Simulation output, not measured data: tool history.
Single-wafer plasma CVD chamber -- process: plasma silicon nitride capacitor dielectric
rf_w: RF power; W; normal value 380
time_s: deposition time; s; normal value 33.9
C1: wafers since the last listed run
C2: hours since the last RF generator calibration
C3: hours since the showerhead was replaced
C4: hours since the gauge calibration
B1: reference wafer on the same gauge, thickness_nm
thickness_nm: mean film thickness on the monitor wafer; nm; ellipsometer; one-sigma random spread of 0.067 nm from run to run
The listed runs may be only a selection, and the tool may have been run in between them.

Run 1, day 0.000: usual settings; C1 0; C2 1203.7; C3 8019.1; C4 137.9; B1 48.906. Result: thickness_nm 43.981 nm.
Run 2, day 0.554: usual settings; C1 261; C2 1217.0; C3 8032.4; C4 151.2; B1 48.900. Result: thickness_nm 43.883 nm.
Run 3, day 1.033: usual settings but rf_w 330 W; C1 225; C2 1228.5; C3 8043.9; C4 162.7; B1 48.924. Result: thickness_nm 41.024 nm.
Run 4, day 1.579: usual settings but rf_w 330 W; C1 257; C2 1241.6; C3 8057.0; C4 175.8; B1 48.922. Result: thickness_nm 41.007 nm.
Run 5, day 2.267: usual settings but rf_w 330 W; C1 323; C2 1258.1; C3 8073.5; C4 192.3; B1 48.904. Result: thickness_nm 40.917 nm.
At day 2.662: showerhead replaced.
At day 2.712: RF generator calibrated.
At day 2.821: gauge calibrated.
Run 6, day 3.042: usual settings but time_s 31.7 s; C1 184; C2 7.9; C3 9.1; C4 5.3; B1 48.908. Result: thickness_nm 39.901 nm.
Run 7, day 3.521: usual settings but time_s 31.7 s; C1 225; C2 19.4; C3 20.6; C4 16.8; B1 48.902. Result: thickness_nm 39.827 nm.
At day 3.946: RF generator calibrated, repeated, since the last time left the tool worse.
Run 8, day 4.125: usual settings; C1 127; C2 4.3; C3 35.1; C4 31.3; B1 48.882. Result: thickness_nm 44.927 nm.
Run 9, day 4.471: usual settings but rf_w 315 W, time_s 31.5 s; C1 162; C2 12.6; C3 43.4; C4 39.6; B1 48.889. Result: thickness_nm 37.892 nm.
Run 10, day 4.912: usual settings; C1 208; C2 23.2; C3 54.0; C4 50.2; B1 48.875. Result: thickness_nm 44.840 nm.
Run 11, day 5.433: usual settings but rf_w 405 W, time_s 29.2 s; C1 245; C2 35.7; C3 66.5; C4 62.7; B1 48.899. Result: thickness_nm 39.618 nm.
Run 12, day 5.979: usual settings; C1 257; C2 48.8; C3 79.6; C4 75.8; B1 48.919. Result: thickness_nm 44.879 nm.
Run 13, day 6.350: usual settings but rf_w 405 W, time_s 31.9 s; C1 174; C2 57.7; C3 88.5; C4 84.7; B1 48.892. Result: thickness_nm 43.368 nm.
Run 14, day 6.654: usual settings but rf_w 330 W, time_s 36.6 s; C1 143; C2 65.0; C3 95.8; C4 92.0; B1 48.879. Result: thickness_nm 45.181 nm.
Run 15, day 7.133: usual settings but rf_w 360 W, time_s 31.4 s; C1 225; C2 76.5; C3 107.3; C4 103.5; B1 48.888. Result: thickness_nm 40.460 nm.
Run 16, day 7.442: usual settings but rf_w 335 W, time_s 30.3 s; C1 145; C2 83.9; C3 114.7; C4 110.9; B1 48.864. Result: thickness_nm 37.755 nm.
Run 17, day 7.933: usual settings but rf_w 405 W, time_s 30.3 s; C1 231; C2 95.7; C3 126.5; C4 122.7; B1 48.890. Result: thickness_nm 41.197 nm.

Subtracting, for every run, the result it would have given without the tool's unlogged condition from the measured result gives the following. The same run-to-run variation enters both numbers; the gauge's scatter may not:
Hidden state at play: delivered RF power above the setpoint (%); gauge reads high (%).
run  thickness_nm
  1        -0.974
  2        -0.994
  3        -0.947
  4        -0.967
  5        -0.991
  6        -2.160
  7        -2.156
  8        -0.162
  9        -0.136
 10        -0.162
 11        -0.143
 12        -0.163
 13        -0.158
 14        -0.165
 15        -0.149
 16        -0.140
 17        -0.153
